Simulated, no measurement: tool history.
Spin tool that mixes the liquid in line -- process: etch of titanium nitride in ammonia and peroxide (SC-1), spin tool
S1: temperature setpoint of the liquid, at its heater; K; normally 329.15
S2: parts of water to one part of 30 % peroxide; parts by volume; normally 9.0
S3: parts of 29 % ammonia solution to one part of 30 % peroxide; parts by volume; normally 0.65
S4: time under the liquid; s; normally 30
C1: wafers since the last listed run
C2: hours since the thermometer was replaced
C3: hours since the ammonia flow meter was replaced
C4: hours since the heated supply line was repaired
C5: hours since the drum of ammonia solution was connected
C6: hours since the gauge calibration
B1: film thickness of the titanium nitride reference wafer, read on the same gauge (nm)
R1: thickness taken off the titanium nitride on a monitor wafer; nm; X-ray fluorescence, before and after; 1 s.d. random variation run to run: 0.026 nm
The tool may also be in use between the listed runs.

{"run": 1, "hour": 0.0, "S1": 329.15, "S2": 9.0, "S3": 0.65, "S4": 30, "C1": 0, "C2": 2063.4, "C3": 199.5, "C4": 510.2, "C5": 587.2, "C6": 179.1, "B1": 120.03, "R1": 5.63}
{"run": 2, "hour": 22.7, "S1": 329.15, "S2": 9.0, "S3": 0.65, "S4": 30, "C1": 409, "C2": 2086.1, "C3": 222.2, "C4": 532.9, "C5": 609.9, "C6": 201.8, "B1": 119.99, "R1": 5.63}
{"run": 3, "hour": 45.9, "S1": 329.15, "S2": 9.0, "S3": 0.65, "S4": 30, "C1": 418, "C2": 2109.3, "C3": 245.4, "C4": 556.1, "C5": 633.1, "C6": 225.0, "B1": 120.0, "R1": 5.64}
{"run": 4, "hour": 79.0, "S1": 329.15, "S2": 9.0, "S3": 0.65, "S4": 30, "C1": 597, "C2": 2142.4, "C3": 278.5, "C4": 589.2, "C5": 666.2, "C6": 258.1, "B1": 120.0, "R1": 5.6}
{"run": 5, "hour": 104.2, "S1": 329.15, "S2": 9.0, "S3": 0.65, "S4": 30, "C1": 454, "C2": 2167.6, "C3": 303.7, "C4": 614.4, "C5": 691.4, "C6": 283.3, "B1": 120.0, "R1": 5.59}
{"run": 6, "hour": 131.9, "S1": 331.65, "S2": 9.0, "S3": 0.7, "S4": 30, "C1": 499, "C2": 2195.3, "C3": 331.4, "C4": 642.1, "C5": 719.1, "C6": 311.0, "B1": 120.0, "R1": 6.63}
{"run": 7, "hour": 148.9, "S1": 331.65, "S2": 9.0, "S3": 0.7, "S4": 30, "C1": 306, "C2": 2212.3, "C3": 348.4, "C4": 659.1, "C5": 736.1, "C6": 328.0, "B1": 120.0, "R1": 6.61}
{"run": 8, "hour": 168.2, "S1": 331.65, "S2": 9.0, "S3": 0.7, "S4": 30, "C1": 348, "C2": 2231.6, "C3": 367.7, "C4": 678.4, "C5": 755.4, "C6": 347.3, "B1": 119.98, "R1": 6.58}
{"hour": 174.7, "done": "new drum of ammonia solution connected"}
{"run": 9, "hour": 191.5, "S1": 329.15, "S2": 9.0, "S3": 0.65, "S4": 30, "C1": 402, "C2": 2254.9, "C3": 391.0, "C4": 701.7, "C5": 16.8, "C6": 370.6, "B1": 120.0, "R1": 5.51}
{"hour": 196.4, "done": "heated supply line repaired"}
{"hour": 206.1, "done": "thermometer replaced"}
{"run": 10, "hour": 218.3, "S1": 324.65, "S2": 9.0, "S3": 0.45, "S4": 20, "C1": 447, "C2": 12.2, "C3": 417.8, "C4": 21.9, "C5": 43.6, "C6": 397.4, "B1": 120.01, "R1": 2.73}
{"run": 11, "hour": 237.8, "S1": 325.15, "S2": 5.5, "S3": 0.45, "S4": 15, "C1": 351, "C2": 31.7, "C3": 437.3, "C4": 41.4, "C5": 63.1, "C6": 416.9, "B1": 120.01, "R1": 2.69}
{"hour": 245.0, "done": "gauge calibrated"}
{"run": 12, "hour": 253.7, "S1": 329.15, "S2": 9.0, "S3": 0.65, "S4": 30, "C1": 286, "C2": 47.6, "C3": 453.2, "C4": 57.3, "C5": 79.0, "C6": 8.7, "B1": 119.99, "R1": 5.94}
{"run": 13, "hour": 287.6, "S1": 326.15, "S2": 10.5, "S3": 0.65, "S4": 15, "C1": 611, "C2": 81.5, "C3": 487.1, "C4": 91.2, "C5": 112.9, "C6": 42.6, "B1": 120.01, "R1": 2.21}
{"hour": 304.3, "done": "ammonia flow meter replaced"}
{"run": 14, "hour": 316.2, "S1": 329.15, "S2": 13.5, "S3": 0.75, "S4": 30, "C1": 497, "C2": 110.1, "C3": 11.9, "C4": 119.8, "C5": 141.5, "C6": 71.2, "B1": 119.99, "R1": 4.91}
{"run": 15, "hour": 331.3, "S1": 329.15, "S2": 9.0, "S3": 0.65, "S4": 25, "C1": 272, "C2": 125.2, "C3": 27.0, "C4": 134.9, "C5": 156.6, "C6": 86.3, "B1": 120.01, "R1": 4.93}
{"run": 16, "hour": 344.4, "S1": 329.15, "S2": 5.5, "S3": 0.65, "S4": 30, "C1": 236, "C2": 138.3, "C3": 40.1, "C4": 148.0, "C5": 169.7, "C6": 99.4, "B1": 119.99, "R1": 7.47}
{"run": 17, "hour": 365.3, "S1": 329.15, "S2": 5.0, "S3": 0.45, "S4": 30, "C1": 377, "C2": 159.2, "C3": 61.0, "C4": 168.9, "C5": 190.6, "C6": 120.3, "B1": 119.98, "R1": 7.39}
{"run": 18, "hour": 381.4, "S1": 329.15, "S2": 7.0, "S3": 0.65, "S4": 30, "C1": 290, "C2": 175.3, "C3": 77.1, "C4": 185.0, "C5": 206.7, "C6": 136.4, "B1": 120.01, "R1": 6.65}
{"run": 19, "hour": 407.3, "S1": 329.15, "S2": 9.0, "S3": 0.65, "S4": 30, "C1": 467, "C2": 201.2, "C3": 103.0, "C4": 210.9, "C5": 232.6, "C6": 162.3, "B1": 120.0, "R1": 5.92}

A few steps of R1 between consecutive runs. Split each: what settings, incoming material and random variation would produce without the hidden state, and what is left over for the hidden state, along with gauge scatter present in only one of the two compared results (measured, and without hidden state):
Unlogged tool condition in this case: liquid hotter than its thermometer reads (K); ammonia flow below the setpoint (%); temperature lost on the way to the wafer (K); ammonia solution weaker than its label (%); gauge reads high (%).
Run 9 -> 10: S1 329.15 -> 324.65, S3 0.65 -> 0.45, S4 30 -> 20, heated supply line repaired, thermometer replaced. R1 -2.78 nm: hidden state +0.48, all else -3.26.
Run 12 -> 13: S1 329.15 -> 326.15, S2 9.0 -> 10.5, S4 30 -> 15. R1 -3.73 nm: hidden state +0.08, all else -3.81.
